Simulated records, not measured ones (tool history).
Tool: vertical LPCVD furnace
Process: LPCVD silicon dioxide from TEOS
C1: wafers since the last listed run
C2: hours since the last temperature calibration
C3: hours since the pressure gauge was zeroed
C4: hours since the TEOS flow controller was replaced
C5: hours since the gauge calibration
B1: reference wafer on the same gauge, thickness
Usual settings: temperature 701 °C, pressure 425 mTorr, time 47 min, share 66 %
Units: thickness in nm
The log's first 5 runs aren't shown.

{"run": 6, "hour": 61.6, "temperature": 701, "pressure": 425, "time": 56, "share": 66, "C1": 186, "C2": 2560.6, "C3": 3938.8, "C4": 3266.8, "C5": 329, "B1": 429.05, "thickness": 520.6}
{"run": 7, "hour": 75.8, "temperature": 701, "pressure": 425, "time": 41, "share": 66, "C1": 267, "C2": 2574.8, "C3": 3953, "C4": 3281, "C5": 343.2, "B1": 429.08, "thickness": 380.34}
{"run": 8, "hour": 85.5, "temperature": 701, "pressure": 425, "time": 47, "share": 66, "C1": 182, "C2": 2584.5, "C3": 3962.7, "C4": 3290.7, "C5": 352.9, "B1": 429.03, "thickness": 437.09}
{"run": 9, "hour": 99.9, "temperature": 701, "pressure": 425, "time": 62, "share": 66, "C1": 271, "C2": 2598.9, "C3": 3977.1, "C4": 3305.1, "C5": 367.3, "B1": 428.97, "thickness": 577.57}
{"run": 10, "hour": 106.7, "temperature": 701, "pressure": 425, "time": 62, "share": 66, "C1": 128, "C2": 2605.7, "C3": 3983.9, "C4": 3311.9, "C5": 374.1, "B1": 429.11, "thickness": 577.59}
{"run": 11, "hour": 114.9, "temperature": 701, "pressure": 425, "time": 62, "share": 66, "C1": 154, "C2": 2613.9, "C3": 3992.1, "C4": 3320.1, "C5": 382.3, "B1": 428.93, "thickness": 578.1}
{"run": 12, "hour": 123.3, "temperature": 701, "pressure": 425, "time": 60, "share": 66, "C1": 158, "C2": 2622.3, "C3": 4000.5, "C4": 3328.5, "C5": 390.7, "B1": 428.98, "thickness": 560.76}
{"run": 13, "hour": 133.9, "temperature": 705, "pressure": 460, "time": 59.5, "share": 66, "C1": 199, "C2": 2632.9, "C3": 4011.1, "C4": 3339.1, "C5": 401.3, "B1": 429.04, "thickness": 631.32}
{"run": 14, "hour": 157.4, "temperature": 701, "pressure": 385, "time": 47, "share": 66, "C1": 442, "C2": 2656.4, "C3": 4034.6, "C4": 3362.6, "C5": 424.8, "B1": 428.95, "thickness": 417.68}
{"hour": 185.8, "done": "thermocouples replaced and temperature profile calibrated"}
{"run": 15, "hour": 186.3, "temperature": 690, "pressure": 425, "time": 47, "share": 53, "C1": 92, "C2": 0.5, "C3": 4063.5, "C4": 3391.5, "C5": 453.7, "B1": 429.01, "thickness": 273.48}
{"run": 16, "hour": 190.3, "temperature": 701, "pressure": 425, "time": 60, "share": 66, "C1": 75, "C2": 4.5, "C3": 4067.5, "C4": 3395.5, "C5": 457.7, "B1": 428.97, "thickness": 506.15}
{"run": 17, "hour": 194.4, "temperature": 701, "pressure": 385, "time": 47, "share": 66, "C1": 77, "C2": 8.6, "C3": 4071.6, "C4": 3399.6, "C5": 461.8, "B1": 429.01, "thickness": 377.23}
{"hour": 218.4, "done": "pressure gauge zeroed"}
{"run": 18, "hour": 218.9, "temperature": 693, "pressure": 330, "time": 41.5, "share": 66, "C1": 9, "C2": 33.1, "C3": 0.5, "C4": 3424.1, "C5": 486.3, "B1": 429.04, "thickness": 256.63}
{"run": 19, "hour": 223.0, "temperature": 701, "pressure": 425, "time": 42, "share": 66, "C1": 77, "C2": 37.2, "C3": 4.6, "C4": 3428.2, "C5": 490.4, "B1": 428.93, "thickness": 353.8}
{"run": 20, "hour": 227.1, "temperature": 701, "pressure": 470, "time": 40.5, "share": 77, "C1": 77, "C2": 41.3, "C3": 8.7, "C4": 3432.3, "C5": 494.5, "B1": 428.92, "thickness": 387.4}
{"run": 21, "hour": 231.1, "temperature": 701, "pressure": 360, "time": 47, "share": 56, "C1": 75, "C2": 45.3, "C3": 12.7, "C4": 3436.3, "C5": 498.5, "B1": 429.01, "thickness": 336.69}

Forecast run 22:
{"hour": 243.5, "done": "gauge calibrated"}
{"hour": 268.0, "done": "TEOS flow controller replaced"}
{"run": 22, "hour": 268.5, "temperature": 701, "pressure": 340, "time": 47, "share": 54, "C1": 252, "C2": 82.7, "C3": 50.1, "C4": 0.5, "C5": 25, "B1": "?", "thickness": "?"}

B1: 428.93
thickness: 321.77 nm
Without the tool's hidden state the same run would have given thickness 320.39 nm.

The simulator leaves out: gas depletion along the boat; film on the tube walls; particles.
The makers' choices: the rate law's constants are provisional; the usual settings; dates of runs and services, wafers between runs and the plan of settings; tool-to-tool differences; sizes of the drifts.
